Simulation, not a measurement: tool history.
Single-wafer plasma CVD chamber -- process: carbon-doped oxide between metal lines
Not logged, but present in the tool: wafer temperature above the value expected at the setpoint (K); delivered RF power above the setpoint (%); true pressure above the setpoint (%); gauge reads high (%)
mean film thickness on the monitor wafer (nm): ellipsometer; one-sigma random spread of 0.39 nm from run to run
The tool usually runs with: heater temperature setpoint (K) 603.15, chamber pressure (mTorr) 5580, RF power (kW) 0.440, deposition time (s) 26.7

run,day,heater temperature setpoint (K),chamber pressure (mTorr),RF power (kW),deposition time (s),wafers since the last listed run,hours since the last thermocouple change,hours since the last RF generator calibration,hours since the last manometer calibration,hours since the showerhead was replaced,hours since the gauge calibration,"read-back reference wafer on the same gauge, thickness_nm",mean film thickness on the monitor wafer (nm)
1,0.000,603.15,5580,0.395,26.7,0,557.1,976.5,668.1,1840.5,2470.4,149.076,116.303
# day 3.588: RF generator calibrated
2,4.204,603.15,5580,0.395,26.7,2288,658.0,14.8,769.0,1941.4,2571.3,148.942,117.992
3,6.700,603.15,5580,0.440,26.7,1475,717.9,74.7,828.9,2001.3,2631.2,149.118,130.049
4,8.533,603.15,5580,0.440,26.7,1083,761.9,118.7,872.9,2045.3,2675.2,148.813,131.035
5,11.412,603.15,5580,0.440,26.7,1702,831.0,187.8,942.0,2114.4,2744.3,148.960,129.786
6,14.917,603.15,5580,0.440,26.7,2071,915.1,271.9,1026.1,2198.5,2828.4,149.147,129.720
7,17.929,603.15,5580,0.440,26.7,1781,987.4,344.2,1098.4,2270.8,2900.7,149.029,129.960
8,21.279,603.15,5580,0.440,26.7,1980,1067.8,424.6,1178.8,2351.2,2981.1,148.997,129.715
9,25.521,603.15,5580,0.440,26.7,2507,1169.6,526.4,1280.6,2453.0,3082.9,148.891,129.463
10,28.158,611.15,5580,0.420,26.7,1559,1232.9,589.7,1343.9,2516.3,3146.2,148.986,120.362
# day 30.892: thermocouple changed; heater temperature recalibrated
11,31.829,611.15,5580,0.420,26.7,1973,22.5,677.8,1432.0,2604.4,3234.3,149.044,123.340
12,35.579,611.15,5580,0.420,26.7,2217,112.5,767.8,1522.0,2694.4,3324.3,148.923,122.073
# day 35.954: gauge calibrated
13,37.271,603.15,5580,0.405,26.7,1000,153.1,808.4,1562.6,2735.0,31.6,148.915,120.721
14,39.275,603.15,5580,0.440,26.7,1184,201.2,856.5,1610.7,2783.1,79.7,148.944,130.731
# day 41.796: showerhead replaced
15,43.771,603.15,5580,0.440,23.2,2460,309.1,964.4,1718.6,47.4,187.6,149.005,113.660
16,46.842,598.15,4610,0.380,22.9,1815,382.8,1038.1,1792.3,121.1,261.3,148.907,95.667
# day 56.729: RF generator calibrated
# day 56.779: capacitance manometer re-zeroed and calibrated
17,57.262,603.15,5580,0.440,26.7,5932,632.9,12.8,11.6,371.2,511.4,149.023,131.159
18,61.721,603.15,6750,0.410,25.2,2635,739.9,119.8,118.6,478.2,618.4,149.055,117.633
19,64.112,603.15,5580,0.440,26.7,1414,797.3,177.2,176.0,535.6,675.8,148.942,130.558
20,66.954,603.15,5580,0.440,23.8,1680,865.5,245.4,244.2,603.8,744.0,148.964,116.719
21,68.779,603.15,5580,0.460,26.7,1078,909.3,289.2,288.0,647.6,787.8,149.133,135.835
22,70.354,603.15,5580,0.440,26.7,931,947.1,327.0,325.8,685.4,825.6,149.039,130.114
23,74.646,603.15,5580,0.440,26.7,2537,1050.1,430.0,428.8,788.4,928.6,148.952,129.377
24,76.171,610.15,5580,0.440,26.7,901,1086.7,466.6,465.4,825.0,965.2,148.999,127.748
25,80.179,603.15,5580,0.440,26.7,2369,1182.9,562.8,561.6,921.2,1061.4,149.017,128.972
26,82.408,617.15,4580,0.410,26.7,1317,1236.4,616.3,615.1,974.7,1114.9,148.756,112.483
27,84.200,596.15,5580,0.440,26.7,1059,1279.4,659.3,658.1,1017.7,1157.9,149.028,132.281
28,88.412,603.15,5180,0.440,26.7,2490,1380.5,760.4,759.2,1118.8,1259.0,149.113,128.015
# day 89.800: thermocouple changed; heater temperature recalibrated
29,92.842,611.15,5580,0.440,26.7,2421,73.0,866.7,865.5,1225.1,1365.3,148.962,127.871

A few steps of mean film thickness on the monitor wafer (nm) between consecutive runs. Split each: what settings, incoming material and random variation would produce without the hidden state, and what is left over for the hidden state, along with gauge scatter present in only one of the two compared results (measured, and without hidden state):
Run 10 -> 11: thermocouple changed; heater temperature recalibrated. mean film thickness on the monitor wafer (nm) +2.978: hidden state +2.161, all else +0.817.
Run 16 -> 17: heater temperature setpoint (K) 598.15 -> 603.15, chamber pressure (mTorr) 4610 -> 5580, RF power (kW) 0.380 -> 0.440, deposition time (s) 22.9 -> 26.7, RF generator calibrated, capacitance manometer re-zeroed and calibrated. mean film thickness on the monitor wafer (nm) +35.492: hidden state +0.801, all else +34.691.
Run 26 -> 27: heater temperature setpoint (K) 617.15 -> 596.15, chamber pressure (mTorr) 4580 -> 5580, RF power (kW) 0.410 -> 0.440. mean film thickness on the monitor wafer (nm) +19.798: hidden state -1.078, all else +20.876.
Run 28 -> 29: heater temperature setpoint (K) 603.15 -> 611.15, chamber pressure (mTorr) 5180 -> 5580, thermocouple changed; heater temperature recalibrated. mean film thickness on the monitor wafer (nm) -0.144: hidden state +2.221, all else -2.365.

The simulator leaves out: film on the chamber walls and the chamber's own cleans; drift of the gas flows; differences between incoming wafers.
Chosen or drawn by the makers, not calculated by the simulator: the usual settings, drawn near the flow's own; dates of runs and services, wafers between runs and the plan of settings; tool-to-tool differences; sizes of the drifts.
